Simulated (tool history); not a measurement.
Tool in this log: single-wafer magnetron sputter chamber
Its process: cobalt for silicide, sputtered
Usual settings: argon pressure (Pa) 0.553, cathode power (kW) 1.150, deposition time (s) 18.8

run	hour	argon pressure (Pa)	cathode power (kW)	deposition time (s)	wafers since the last listed run	wafers on the sputter target	hours since the last manometer calibration	hours since the magnet pack was replaced	hours since the gauge calibration	read-back reference wafer on the same gauge, thickness_nm	mean film thickness on the monitor wafer (Å)
1	0.0	0.553	1.150	18.8	0	3888	1428.6	8466.7	373.9	11.294	104.73
2	50.0	0.553	1.150	18.8	1361	5249	1478.6	8516.7	423.9	11.300	104.27
# hour 87.1: sputter target and shields replaced
3	113.4	0.553	1.150	18.8	1508	717	1542.0	8580.1	487.3	11.301	105.87
4	140.0	0.553	1.150	16.1	724	1441	1568.6	8606.7	513.9	11.314	90.08
5	199.8	0.553	1.150	16.1	1628	3069	1628.4	8666.5	573.7	11.298	89.51
6	257.1	0.553	1.150	16.1	1560	4629	1685.7	8723.8	631.0	11.302	88.88
7	301.3	0.386	1.150	21.0	1203	5833	1729.9	8768.0	675.2	11.298	120.87
8	348.1	0.386	1.150	21.0	1274	7107	1776.7	8814.8	722.0	11.297	120.43
# hour 360.9: sputter target and shields replaced
9	384.3	0.386	1.150	21.0	767	637	1812.9	8851.0	758.2	11.300	122.85
10	412.5	0.553	1.150	18.8	767	1405	1841.1	8879.2	786.4	11.309	104.95
11	482.6	0.460	1.150	18.8	1908	3313	1911.2	8949.3	856.5	11.299	106.75
12	546.0	0.553	1.150	18.8	1726	5039	1974.6	9012.7	919.9	11.293	103.77
13	596.9	0.687	1.150	18.8	1385	6425	2025.5	9063.6	970.8	11.292	99.80
# hour 628.6: sputter target and shields replaced
14	638.3	0.376	0.950	21.6	909	265	2066.9	9105.0	1012.2	11.302	109.80
15	681.2	0.553	1.150	16.1	1168	1433	2109.8	9147.9	1055.1	11.304	89.82
# hour 703.0: gauge calibrated
16	734.3	0.646	1.150	18.8	1445	2878	2162.9	9201.0	31.3	11.305	101.79
17	790.7	0.625	1.000	17.4	1535	4414	2219.3	9257.4	87.7	11.301	84.73
# hour 848.2: sputter target and shields replaced
18	848.7	0.553	1.450	16.2	1361	13	2277.3	9315.4	145.7	11.304	108.08
19	876.0	0.553	1.150	20.3	743	757	2304.6	9342.7	173.0	11.311	113.25
# hour 896.3: magnet pack replaced
20	928.3	0.553	1.150	18.8	1206	1963	2356.9	32.0	225.3	11.300	104.77
# hour 948.7: capacitance manometer re-zeroed and calibrated
21	976.1	0.553	1.050	21.0	1083	3046	27.4	79.8	273.1	11.303	110.86
22	1041.2	0.349	1.400	21.3	1772	4819	92.5	144.9	338.2	11.303	146.71
# hour 1074.5: sputter target and shields replaced
23	1080.0	0.677	1.250	18.8	838	149	131.3	183.7	377.0	11.304	110.64
24	1125.1	0.672	1.000	21.5	1227	1377	176.4	228.8	422.1	11.294	107.09
25	1167.3	0.553	1.150	16.7	1148	2526	218.6	271.0	464.3	11.291	94.60
26	1205.4	0.553	1.150	18.8	1037	3563	256.7	309.1	502.4	11.301	105.88
27	1277.0	0.553	1.300	18.8	1949	5513	328.3	380.7	574.0	11.305	115.61

Branching from run 27: 5 alternative next runs. What would each branch give?
A	1277.4	0.553	1.350	18.8	10	5524	328.7	381.1	574.4	?	?
B	1277.4	0.491	1.350	15.8	10	5524	328.7	381.1	574.4	?	?
C	1277.4	0.553	1.150	17.2	10	5524	328.7	381.1	574.4	?	?
D	1277.4	0.340	1.400	20.4	10	5524	328.7	381.1	574.4	?	?
E	1277.4	0.553	1.150	15.1	10	5524	328.7	381.1	574.4	?	?

run	read-back reference wafer on the same gauge, thickness_nm	mean film thickness on the monitor wafer (Å)
A	11.297	118.96
B	11.297	101.51
C	11.297	96.31
D	11.297	139.99
E	11.297	84.56
Stripped of hidden state, with their random variation kept, the same runs would have yielded:
run	mean film thickness on the monitor wafer (Å)
A	120.96
B	103.20
C	97.93
D	142.28
E	85.97

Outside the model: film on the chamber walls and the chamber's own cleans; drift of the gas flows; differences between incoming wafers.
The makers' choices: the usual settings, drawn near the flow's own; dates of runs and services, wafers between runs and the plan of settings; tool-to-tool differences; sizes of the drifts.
